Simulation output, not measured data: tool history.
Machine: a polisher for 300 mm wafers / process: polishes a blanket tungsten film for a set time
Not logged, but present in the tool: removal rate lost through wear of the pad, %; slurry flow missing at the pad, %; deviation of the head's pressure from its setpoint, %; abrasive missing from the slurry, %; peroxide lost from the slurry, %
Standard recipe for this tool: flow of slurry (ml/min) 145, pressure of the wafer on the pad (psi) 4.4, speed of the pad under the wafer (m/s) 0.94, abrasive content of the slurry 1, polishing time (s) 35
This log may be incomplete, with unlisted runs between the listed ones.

run   hour  flow of slurry (ml/min)  pressure of the wafer on the pad (psi)  speed of the pad under the wafer (m/s)  abrasive content of the slurry  polishing time (s)  wafers since the last listed run  wafers polished on this pad  hours since the slurry nozzle was cleaned  hours since the head pressure was calibrated  hours since the slurry blender was calibrated  hours since the slurry got fresh peroxide  incoming thickness of the incoming film, nm  film removed (angstrom)
  1      0                      145                                     4.4                                    0.94                               1                  35                                 0                          838                                      194.4                                         487.5                                          258.9                                       26.8                                        869.6                     1982
        11  -- head pressure recalibrated
  2     89                      145                                     4.4                                    0.94                               1                  35                              1040                         1879                                      283.4                                            78                                          347.9                                      115.8                                        883.8                     1873
  3  128.4                      145                                     4.4                                    0.94                               1                  35                               471                         2350                                      322.8                                         117.4                                          387.3                                      155.2                                        877.2                     1887
     138.7  -- worn pad replaced by a new one
     163.4  -- slurry tank refilled with fresh slurry and peroxide
  4  166.3                      145                                     4.4                                    0.94                               1                  35                               393                          318                                      360.7                                         155.3                                          425.2                                        2.9                                        878.5                     1909
     224.8  -- slurry blender recalibrated
  5  245.9                      145                                     4.4                                    0.94                               1                  35                               928                         1246                                      440.3                                         234.9                                           21.1                                       82.5                                        863.5                     1919
     307.1  -- worn pad replaced by a new one
  6  320.9                      145                                     4.4                                    0.94                               1                  35                               849                          165                                      515.3                                         309.9                                           96.1                                      157.5                                        872.9                     1941
     325.1  -- slurry tank refilled with fresh slurry and peroxide
  7    357                      145                                     4.4                                    0.94                            1.05                  30                               419                          585                                      551.4                                           346                                          132.2                                       31.9                                        892.8                     1700
  8  418.4                      145                                     4.4                                    0.94                            1.05                  30                               734                         1319                                      612.8                                         407.4                                          193.6                                       93.3                                        869.4                     1746
  9  457.1                      145                                     5.2                                     1.2                               1                  44                               463                         1782                                      651.5                                         446.1                                          232.3                                        132                                        893.3                     3648
     481.3  -- head pressure recalibrated
     504.9  -- slurry tank refilled with fresh slurry and peroxide
 10  505.4                      145                                     4.4                                    0.94                               1                  35                               541                         2324                                      699.8                                          24.1                                          280.6                                        0.5                                        884.7                     1610
     512.5  -- worn pad replaced by a new one
 11  554.9                      145                                     4.4                                    0.84                               1                  35                               544                          507                                      749.3                                          73.6                                          330.1                                         50                                        890.3                     1450
       583  -- slurry nozzle cleaned
     638.4  -- head pressure recalibrated, repeated, since the last time left the tool worse
 12  638.9                      125                                     4.4                                    0.64                               1                  35                               969                         1476                                       55.9                                           0.5                                          414.1                                        134                                        883.2                     1242
     665.7  -- slurry tank refilled with fresh slurry and peroxide
     698.6  -- worn pad replaced by a new one
 13  708.6                      145                                     5.5                                    0.94                               1                  40                               774                          119                                      125.6                                          70.2                                          483.8                                       42.9                                          884                     2593
       736  -- slurry blender recalibrated
 14  804.4                      145                                     4.4                                    0.94                               1                  35                              1122                         1241                                      221.4                                           166                                           68.4                                      138.7                                        885.2                     1871
 15  840.8                      145                                     4.4                                    1.16                               1                  35                               435                         1676                                      257.8                                         202.4                                          104.8                                      175.1                                        868.2                     2359
     859.3  -- worn pad replaced by a new one
       866  -- slurry tank refilled with fresh slurry and peroxide
 16  925.4                      145                                     4.4                                    0.94                            0.85                  28                               952                          779                                      342.4                                           287                                          189.4                                       59.4                                        882.1                     1474

For some of the steps in film removed (angstrom) from one run to the next: how much would appear even if the tool had no hidden state, given the settings, what came in and random variation, and how much remains for the hidden state plus any gauge scatter that the measured result and the result without hidden state don't share?
Run 9 -> 10: pressure of the wafer on the pad (psi) 5.2 -> 4.4, speed of the pad under the wafer (m/s) 1.2 -> 0.94, polishing time (s) 44 -> 35, head pressure recalibrated, slurry tank refilled with fresh slurry and peroxide. film removed (angstrom) -2038: hidden state -461, all else -1577.
